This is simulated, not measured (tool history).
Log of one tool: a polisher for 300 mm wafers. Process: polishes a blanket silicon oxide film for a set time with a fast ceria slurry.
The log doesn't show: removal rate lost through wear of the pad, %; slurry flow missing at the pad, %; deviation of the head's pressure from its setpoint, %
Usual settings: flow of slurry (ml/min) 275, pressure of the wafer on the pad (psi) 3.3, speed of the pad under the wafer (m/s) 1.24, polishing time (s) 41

run	hour	flow of slurry (ml/min)	pressure of the wafer on the pad (psi)	speed of the pad under the wafer (m/s)	polishing time (s)	wafers since the last listed run	wafers polished on this pad	hours since the slurry nozzle was cleaned	hours since the head pressure was calibrated	incoming thickness of the incoming film, nm	film removed (Å)
1	0.0	275	3.3	1.24	41	0	230	564.8	276.7	2674.9	10785
2	12.4	275	3.3	1.24	41	165	396	577.2	289.1	2669.3	10849
3	22.8	235	3.3	1.54	41	139	535	587.6	299.5	2674.2	13219
4	34.2	235	3.3	1.54	41	152	687	599.0	310.9	2702.4	13139
5	47.6	335	3.6	1.24	41	179	867	612.4	324.3	2651.4	12120
6	65.3	230	3.3	1.24	41	236	1104	630.1	342.0	2703.2	10615
# hour 71.6: worn pad replaced by a new one
7	75.6	230	3.3	1.24	41	84	53	640.4	352.3	2661.7	10676
8	82.9	230	3.3	1.24	41	97	151	647.7	359.6	2733.5	10775
9	91.8	275	3.3	1.24	41	119	270	656.6	368.5	2686.7	10911
10	103.8	275	3.3	1.24	41	160	430	668.6	380.5	2700.7	10681
11	111.7	275	3.3	1.24	41	105	536	676.5	388.4	2665.6	10992
12	157.1	275	3.3	1.58	41	607	1143	721.9	433.8	2683.8	13715
# hour 161.8: worn pad replaced by a new one
13	170.8	275	2.7	1.24	41	129	120	735.6	447.5	2700.9	8754
# hour 180.4: slurry nozzle cleaned
14	187.8	275	2.7	1.24	41	214	334	7.4	464.5	2662.8	8768
15	201.0	275	3.3	1.24	41	176	510	20.6	477.7	2668.3	10962
16	215.1	355	3.7	1.24	41	188	699	34.7	491.8	2643.3	12548
17	231.2	275	2.6	1.56	45	215	914	50.8	507.9	2670.4	11917
# hour 244.6: worn pad replaced by a new one
18	248.9	275	3.8	0.96	41	183	58	68.5	525.6	2699.5	9754
19	255.3	315	3.3	1.58	41	85	143	74.9	532.0	2633.1	13843
# hour 268.3: head pressure recalibrated
20	268.8	275	3.3	1.56	37	153	297	88.4	0.5	2651.2	12232
21	278.6	180	4.4	1.10	46	131	428	98.2	10.3	2648.7	13459
22	289.1	275	3.3	1.24	54	140	569	108.7	20.8	2693.8	14135
23	301.5	275	3.3	0.96	30	165	735	121.1	33.2	2650.5	6125
24	312.7	370	3.3	0.82	46	149	884	132.3	44.4	2669.6	8298

Forecast run 25:
# hour 319.6: worn pad replaced by a new one
25	326.2	275	3.3	1.24	41	127	88	145.8	57.9	2699.4	?

film removed (Å): 10796
Without the tool's hidden state the same run would have given film removed (Å) 10796.

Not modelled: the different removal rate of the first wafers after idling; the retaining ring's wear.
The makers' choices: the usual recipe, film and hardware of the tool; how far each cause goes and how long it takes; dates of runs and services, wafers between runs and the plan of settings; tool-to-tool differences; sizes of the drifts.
